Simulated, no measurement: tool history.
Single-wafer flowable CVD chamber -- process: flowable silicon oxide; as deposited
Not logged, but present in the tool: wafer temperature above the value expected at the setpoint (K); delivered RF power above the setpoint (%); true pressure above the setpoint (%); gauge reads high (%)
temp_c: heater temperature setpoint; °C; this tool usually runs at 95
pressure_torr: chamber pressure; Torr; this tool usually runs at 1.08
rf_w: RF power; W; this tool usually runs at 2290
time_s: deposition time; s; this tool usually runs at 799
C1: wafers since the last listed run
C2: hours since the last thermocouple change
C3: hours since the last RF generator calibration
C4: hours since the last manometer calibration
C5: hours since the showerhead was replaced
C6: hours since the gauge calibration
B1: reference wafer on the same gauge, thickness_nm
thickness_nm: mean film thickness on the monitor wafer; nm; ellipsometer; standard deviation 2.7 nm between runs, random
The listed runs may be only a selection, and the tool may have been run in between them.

{"run": 1, "hour": 0.0, "temp_c": 95, "pressure_torr": 1.08, "rf_w": 2290, "time_s": 799, "C1": 0, "C2": 2022.3, "C3": 734.4, "C4": 110.2, "C5": 4642.7, "C6": 489.0, "B1": 852.804, "thickness_nm": 912.448}
{"run": 2, "hour": 41.4, "temp_c": 95, "pressure_torr": 1.08, "rf_w": 2290, "time_s": 851, "C1": 64, "C2": 2063.7, "C3": 775.8, "C4": 151.6, "C5": 4684.1, "C6": 530.4, "B1": 853.994, "thickness_nm": 969.38}
{"run": 3, "hour": 110.2, "temp_c": 95, "pressure_torr": 1.08, "rf_w": 2290, "time_s": 851, "C1": 107, "C2": 2132.5, "C3": 844.6, "C4": 220.4, "C5": 4752.9, "C6": 599.2, "B1": 854.282, "thickness_nm": 970.978}
{"run": 4, "hour": 216.3, "temp_c": 95, "pressure_torr": 1.08, "rf_w": 2460, "time_s": 799, "C1": 165, "C2": 2238.6, "C3": 950.7, "C4": 326.5, "C5": 4859.0, "C6": 705.3, "B1": 851.77, "thickness_nm": 917.635}
{"run": 5, "hour": 288.6, "temp_c": 95, "pressure_torr": 1.08, "rf_w": 2460, "time_s": 799, "C1": 112, "C2": 2310.9, "C3": 1023.0, "C4": 398.8, "C5": 4931.3, "C6": 777.6, "B1": 854.016, "thickness_nm": 920.771}
{"run": 6, "hour": 343.2, "temp_c": 95, "pressure_torr": 1.08, "rf_w": 2460, "time_s": 799, "C1": 85, "C2": 2365.5, "C3": 1077.6, "C4": 453.4, "C5": 4985.9, "C6": 832.2, "B1": 852.515, "thickness_nm": 916.949}
{"run": 7, "hour": 445.8, "temp_c": 95, "pressure_torr": 1.08, "rf_w": 2290, "time_s": 799, "C1": 159, "C2": 2468.1, "C3": 1180.2, "C4": 556.0, "C5": 5088.5, "C6": 934.8, "B1": 853.475, "thickness_nm": 912.33}
{"run": 8, "hour": 500.5, "temp_c": 95, "pressure_torr": 1.08, "rf_w": 2290, "time_s": 799, "C1": 85, "C2": 2522.8, "C3": 1234.9, "C4": 610.7, "C5": 5143.2, "C6": 989.5, "B1": 853.134, "thickness_nm": 909.317}
{"run": 9, "hour": 556.6, "temp_c": 95, "pressure_torr": 1.08, "rf_w": 2290, "time_s": 799, "C1": 87, "C2": 2578.9, "C3": 1291.0, "C4": 666.8, "C5": 5199.3, "C6": 1045.6, "B1": 854.073, "thickness_nm": 911.674}
{"run": 10, "hour": 624.8, "temp_c": 95, "pressure_torr": 1.08, "rf_w": 2290, "time_s": 799, "C1": 106, "C2": 2647.1, "C3": 1359.2, "C4": 735.0, "C5": 5267.5, "C6": 1113.8, "B1": 853.38, "thickness_nm": 909.319}
{"run": 11, "hour": 794.2, "temp_c": 95, "pressure_torr": 1.08, "rf_w": 2605, "time_s": 799, "C1": 263, "C2": 2816.5, "C3": 1528.6, "C4": 904.4, "C5": 5436.9, "C6": 1283.2, "B1": 852.49, "thickness_nm": 928.236}
{"run": 12, "hour": 855.6, "temp_c": 95, "pressure_torr": 1.08, "rf_w": 2605, "time_s": 799, "C1": 95, "C2": 2877.9, "C3": 1590.0, "C4": 965.8, "C5": 5498.3, "C6": 1344.6, "B1": 853.134, "thickness_nm": 924.89}
{"run": 13, "hour": 935.2, "temp_c": 95, "pressure_torr": 1.08, "rf_w": 2605, "time_s": 799, "C1": 124, "C2": 2957.5, "C3": 1669.6, "C4": 1045.4, "C5": 5577.9, "C6": 1424.2, "B1": 852.853, "thickness_nm": 928.679}
{"hour": 962.6, "done": "thermocouple changed; heater temperature recalibrated"}
{"run": 14, "hour": 992.2, "temp_c": 87, "pressure_torr": 1.08, "rf_w": 2515, "time_s": 694, "C1": 76, "C2": 29.6, "C3": 1726.6, "C4": 1102.4, "C5": 5634.9, "C6": 1481.2, "B1": 852.736, "thickness_nm": 1005.735}
{"run": 15, "hour": 1088.7, "temp_c": 95, "pressure_torr": 1.08, "rf_w": 1855, "time_s": 946, "C1": 150, "C2": 126.1, "C3": 1823.1, "C4": 1198.9, "C5": 5731.4, "C6": 1577.7, "B1": 852.973, "thickness_nm": 1038.285}
{"run": 16, "hour": 1188.5, "temp_c": 95, "pressure_torr": 1.08, "rf_w": 2745, "time_s": 799, "C1": 155, "C2": 225.9, "C3": 1922.9, "C4": 1298.7, "C5": 5831.2, "C6": 1677.5, "B1": 854.352, "thickness_nm": 928.84}
{"hour": 1198.2, "done": "gauge calibrated"}
{"hour": 1200.9, "done": "capacitance manometer re-zeroed and calibrated"}
{"run": 17, "hour": 1276.4, "temp_c": 95, "pressure_torr": 1.32, "rf_w": 2290, "time_s": 799, "C1": 124, "C2": 313.8, "C3": 2010.8, "C4": 75.5, "C5": 5919.1, "C6": 78.2, "B1": 853.676, "thickness_nm": 1112.868}
{"run": 18, "hour": 1362.3, "temp_c": 82, "pressure_torr": 1.01, "rf_w": 2290, "time_s": 934, "C1": 133, "C2": 399.7, "C3": 2096.7, "C4": 161.4, "C5": 6005.0, "C6": 164.1, "B1": 853.1, "thickness_nm": 1407.617}
{"run": 19, "hour": 1452.9, "temp_c": 80, "pressure_torr": 1.08, "rf_w": 2170, "time_s": 934, "C1": 141, "C2": 490.3, "C3": 2187.3, "C4": 252.0, "C5": 6095.6, "C6": 254.7, "B1": 852.736, "thickness_nm": 1585.843}
{"hour": 1548.7, "done": "RF generator calibrated"}
{"run": 20, "hour": 1553.6, "temp_c": 95, "pressure_torr": 1.08, "rf_w": 2290, "time_s": 799, "C1": 144, "C2": 591.0, "C3": 4.9, "C4": 352.7, "C5": 6196.3, "C6": 355.4, "B1": 853.435, "thickness_nm": 916.177}
{"hour": 1571.0, "done": "showerhead replaced"}
{"run": 21, "hour": 1694.9, "temp_c": 95, "pressure_torr": 1.08, "rf_w": 2290, "time_s": 799, "C1": 207, "C2": 732.3, "C3": 146.2, "C4": 494.0, "C5": 123.9, "C6": 496.7, "B1": 852.761, "thickness_nm": 918.151}
{"run": 22, "hour": 1765.1, "temp_c": 95, "pressure_torr": 1.08, "rf_w": 2605, "time_s": 799, "C1": 109, "C2": 802.5, "C3": 216.4, "C4": 564.2, "C5": 194.1, "C6": 566.9, "B1": 852.782, "thickness_nm": 936.484}
{"run": 23, "hour": 1825.2, "temp_c": 95, "pressure_torr": 1.16, "rf_w": 2290, "time_s": 871, "C1": 93, "C2": 862.6, "C3": 276.5, "C4": 624.3, "C5": 254.2, "C6": 627.0, "B1": 852.604, "thickness_nm": 1070.627}
{"run": 24, "hour": 1871.7, "temp_c": 95, "pressure_torr": 1.08, "rf_w": 2290, "time_s": 799, "C1": 72, "C2": 909.1, "C3": 323.0, "C4": 670.8, "C5": 300.7, "C6": 673.5, "B1": 854.619, "thickness_nm": 912.237}
{"run": 25, "hour": 1933.1, "temp_c": 95, "pressure_torr": 1.08, "rf_w": 1845, "time_s": 723, "C1": 95, "C2": 970.5, "C3": 384.4, "C4": 732.2, "C5": 362.1, "C6": 734.9, "B1": 852.033, "thickness_nm": 798.292}
{"run": 26, "hour": 1977.0, "temp_c": 105, "pressure_torr": 1.08, "rf_w": 1970, "time_s": 888, "C1": 68, "C2": 1014.4, "C3": 428.3, "C4": 776.1, "C5": 406.0, "C6": 778.8, "B1": 852.792, "thickness_nm": 743.125}
{"run": 27, "hour": 2031.8, "temp_c": 95, "pressure_torr": 1.08, "rf_w": 1845, "time_s": 799, "C1": 85, "C2": 1069.2, "C3": 483.1, "C4": 830.9, "C5": 460.8, "C6": 833.6, "B1": 852.745, "thickness_nm": 880.008}

Predict each of these 4 candidate next runs independently; none follows another, all start after run 27:
{"run": "A", "hour": 2032.4, "temp_c": 95, "pressure_torr": 1.08, "rf_w": 2290, "time_s": 799, "C1": 0, "C2": 1069.8, "C3": 483.7, "C4": 831.5, "C5": 461.4, "C6": 834.2, "B1": "?", "thickness_nm": "?"}
{"run": "B", "hour": 2032.4, "temp_c": 95, "pressure_torr": 0.88, "rf_w": 2290, "time_s": 919, "C1": 0, "C2": 1069.8, "C3": 483.7, "C4": 831.5, "C5": 461.4, "C6": 834.2, "B1": "?", "thickness_nm": "?"}
{"run": "C", "hour": 2032.4, "temp_c": 95, "pressure_torr": 1.08, "rf_w": 1840, "time_s": 668, "C1": 0, "C2": 1069.8, "C3": 483.7, "C4": 831.5, "C5": 461.4, "C6": 834.2, "B1": "?", "thickness_nm": "?"}
{"run": "D", "hour": 2032.4, "temp_c": 101, "pressure_torr": 0.86, "rf_w": 2290, "time_s": 942, "C1": 0, "C2": 1069.8, "C3": 483.7, "C4": 831.5, "C5": 461.4, "C6": 834.2, "B1": "?", "thickness_nm": "?"}

run=A B1=852.466 thickness_nm=914.255
run=B B1=852.466 thickness_nm=845.961
run=C B1=852.466 thickness_nm=736.761
run=D B1=852.466 thickness_nm=711.625
The same runs, with their run-to-run variation unchanged, on a tool lacking any hidden condition would have given:
run=A thickness_nm=916.230
run=B thickness_nm=847.788
run=C thickness_nm=739.199
run=D thickness_nm=713.162

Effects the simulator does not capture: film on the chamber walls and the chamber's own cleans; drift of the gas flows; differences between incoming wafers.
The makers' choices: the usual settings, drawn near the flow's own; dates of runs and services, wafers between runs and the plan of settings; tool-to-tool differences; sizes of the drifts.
